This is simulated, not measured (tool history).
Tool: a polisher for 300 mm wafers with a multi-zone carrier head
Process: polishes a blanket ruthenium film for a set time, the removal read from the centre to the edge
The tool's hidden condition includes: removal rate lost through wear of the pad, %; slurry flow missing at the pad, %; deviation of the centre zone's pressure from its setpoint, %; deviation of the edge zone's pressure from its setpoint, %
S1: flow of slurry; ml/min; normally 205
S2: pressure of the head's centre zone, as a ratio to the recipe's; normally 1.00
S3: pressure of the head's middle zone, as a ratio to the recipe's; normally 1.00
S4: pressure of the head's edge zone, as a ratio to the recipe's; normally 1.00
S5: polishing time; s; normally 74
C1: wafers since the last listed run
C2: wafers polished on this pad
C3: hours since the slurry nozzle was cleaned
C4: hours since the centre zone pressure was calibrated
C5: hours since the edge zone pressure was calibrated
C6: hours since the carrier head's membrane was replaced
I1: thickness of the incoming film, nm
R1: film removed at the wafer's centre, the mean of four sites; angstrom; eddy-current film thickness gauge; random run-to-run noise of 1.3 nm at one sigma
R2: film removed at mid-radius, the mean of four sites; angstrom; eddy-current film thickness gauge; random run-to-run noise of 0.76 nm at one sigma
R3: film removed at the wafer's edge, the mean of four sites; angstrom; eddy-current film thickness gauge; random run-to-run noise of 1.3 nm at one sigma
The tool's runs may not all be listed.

{"run": 1, "hour": 0.0, "S1": 205, "S2": 1.0, "S3": 1.0, "S4": 1.0, "S5": 74, "C1": 0, "C2": 1759, "C3": 198.2, "C4": 811.7, "C5": 427.7, "C6": 842.0, "I1": 380.2, "R1": 1014, "R2": 1026, "R3": 981}
{"hour": 2.5, "done": "edge zone pressure recalibrated"}
{"hour": 10.3, "done": "slurry nozzle cleaned"}
{"hour": 32.8, "done": "carrier head's membrane replaced by a new one"}
{"hour": 56.8, "done": "worn pad replaced by a new one"}
{"run": 2, "hour": 64.0, "S1": 205, "S2": 1.0, "S3": 1.0, "S4": 1.0, "S5": 74, "C1": 501, "C2": 69, "C3": 53.7, "C4": 875.7, "C5": 61.5, "C6": 31.2, "I1": 374.7, "R1": 1132, "R2": 1128, "R3": 1094}
{"run": 3, "hour": 89.4, "S1": 250, "S2": 1.0, "S3": 1.0, "S4": 1.0, "S5": 74, "C1": 245, "C2": 314, "C3": 79.1, "C4": 901.1, "C5": 86.9, "C6": 56.6, "I1": 375.6, "R1": 1091, "R2": 1129, "R3": 1074}
{"run": 4, "hour": 121.4, "S1": 205, "S2": 1.0, "S3": 1.0, "S4": 1.0, "S5": 74, "C1": 308, "C2": 623, "C3": 111.1, "C4": 933.1, "C5": 118.9, "C6": 88.6, "I1": 377.8, "R1": 1058, "R2": 1080, "R3": 1043}
{"run": 5, "hour": 150.0, "S1": 205, "S2": 1.0, "S3": 1.07, "S4": 1.0, "S5": 60, "C1": 276, "C2": 899, "C3": 139.7, "C4": 961.7, "C5": 147.5, "C6": 117.2, "I1": 378.3, "R1": 830, "R2": 901, "R3": 842}
{"run": 6, "hour": 179.6, "S1": 205, "S2": 1.12, "S3": 1.11, "S4": 1.0, "S5": 74, "C1": 285, "C2": 1185, "C3": 169.3, "C4": 991.3, "C5": 177.1, "C6": 146.8, "I1": 385.3, "R1": 1138, "R2": 1157, "R3": 1003}
{"hour": 197.8, "done": "slurry nozzle cleaned"}
{"run": 7, "hour": 206.2, "S1": 140, "S2": 1.0, "S3": 1.1, "S4": 1.0, "S5": 74, "C1": 247, "C2": 1432, "C3": 8.4, "C4": 1017.9, "C5": 203.7, "C6": 173.4, "I1": 381.7, "R1": 988, "R2": 1093, "R3": 982}
{"run": 8, "hour": 231.2, "S1": 180, "S2": 0.95, "S3": 0.88, "S4": 1.09, "S5": 74, "C1": 241, "C2": 1673, "C3": 33.4, "C4": 1042.9, "C5": 228.7, "C6": 198.4, "I1": 375.0, "R1": 960, "R2": 919, "R3": 1018}
{"run": 9, "hour": 266.1, "S1": 205, "S2": 1.0, "S3": 0.91, "S4": 0.91, "S5": 91, "C1": 336, "C2": 2010, "C3": 68.3, "C4": 1077.8, "C5": 263.6, "C6": 233.3, "I1": 378.6, "R1": 1246, "R2": 1173, "R3": 1177}
{"hour": 279.0, "done": "worn pad replaced by a new one"}
{"run": 10, "hour": 279.5, "S1": 255, "S2": 1.04, "S3": 0.9, "S4": 1.0, "S5": 92, "C1": 90, "C2": 5, "C3": 81.7, "C4": 1091.2, "C5": 277.0, "C6": 246.7, "I1": 379.6, "R1": 1448, "R2": 1291, "R3": 1408}
{"hour": 313.4, "done": "centre zone pressure recalibrated"}
{"run": 11, "hour": 373.7, "S1": 205, "S2": 1.0, "S3": 1.0, "S4": 1.0, "S5": 74, "C1": 889, "C2": 895, "C3": 175.9, "C4": 60.3, "C5": 371.2, "C6": 340.9, "I1": 382.7, "R1": 1016, "R2": 1037, "R3": 990}
{"hour": 385.4, "done": "slurry nozzle cleaned"}
{"run": 12, "hour": 407.6, "S1": 205, "S2": 1.0, "S3": 0.93, "S4": 1.0, "S5": 74, "C1": 317, "C2": 1212, "C3": 22.2, "C4": 94.2, "C5": 405.1, "C6": 374.8, "I1": 380.4, "R1": 1018, "R2": 962, "R3": 986}
{"run": 13, "hour": 428.3, "S1": 205, "S2": 0.94, "S3": 1.03, "S4": 1.0, "S5": 88, "C1": 199, "C2": 1412, "C3": 42.9, "C4": 114.9, "C5": 425.8, "C6": 395.5, "I1": 375.9, "R1": 1140, "R2": 1232, "R3": 1169}
{"run": 14, "hour": 456.3, "S1": 205, "S2": 0.94, "S3": 1.03, "S4": 1.0, "S5": 88, "C1": 270, "C2": 1682, "C3": 70.9, "C4": 142.9, "C5": 453.8, "C6": 423.5, "I1": 377.7, "R1": 1113, "R2": 1242, "R3": 1176}
{"hour": 485.6, "done": "edge zone pressure recalibrated"}
{"hour": 492.4, "done": "worn pad replaced by a new one"}
{"run": 15, "hour": 553.0, "S1": 205, "S2": 0.95, "S3": 1.0, "S4": 0.96, "S5": 99, "C1": 875, "C2": 585, "C3": 167.6, "C4": 239.6, "C5": 67.4, "C6": 520.2, "I1": 377.8, "R1": 1326, "R2": 1439, "R3": 1358}
{"hour": 573.6, "done": "slurry nozzle cleaned"}
{"run": 16, "hour": 581.7, "S1": 205, "S2": 1.0, "S3": 1.0, "S4": 1.0, "S5": 74, "C1": 267, "C2": 852, "C3": 8.1, "C4": 268.3, "C5": 96.1, "C6": 548.9, "I1": 375.4, "R1": 1052, "R2": 1033, "R3": 1011}
{"run": 17, "hour": 601.9, "S1": 205, "S2": 1.09, "S3": 1.0, "S4": 0.96, "S5": 74, "C1": 194, "C2": 1047, "C3": 28.3, "C4": 288.5, "C5": 116.3, "C6": 569.1, "I1": 372.9, "R1": 1089, "R2": 1035, "R3": 986}
{"run": 18, "hour": 636.0, "S1": 205, "S2": 1.12, "S3": 1.09, "S4": 1.1, "S5": 82, "C1": 329, "C2": 1376, "C3": 62.4, "C4": 322.6, "C5": 150.4, "C6": 603.2, "I1": 381.8, "R1": 1250, "R2": 1227, "R3": 1161}
{"run": 19, "hour": 663.7, "S1": 205, "S2": 1.0, "S3": 1.0, "S4": 1.0, "S5": 74, "C1": 267, "C2": 1643, "C3": 90.1, "C4": 350.3, "C5": 178.1, "C6": 630.9, "I1": 387.5, "R1": 990, "R2": 1016, "R3": 986}

Run 20 comes next. What will it give?
{"hour": 692.4, "done": "worn pad replaced by a new one"}
{"run": 20, "hour": 692.9, "S1": 165, "S2": 0.94, "S3": 1.1, "S4": 1.0, "S5": 95, "C1": 243, "C2": 4, "C3": 119.3, "C4": 379.5, "C5": 207.3, "C6": 660.1, "I1": 379.8, "R1": "?", "R2": "?", "R3": "?"}

R1: 1345 angstrom
R2: 1563 angstrom
R3: 1372 angstrom
The same run, on a tool lacking any hidden state, would have yielded R1 1351 angstrom, R2 1570 angstrom, R3 1378 angstrom.
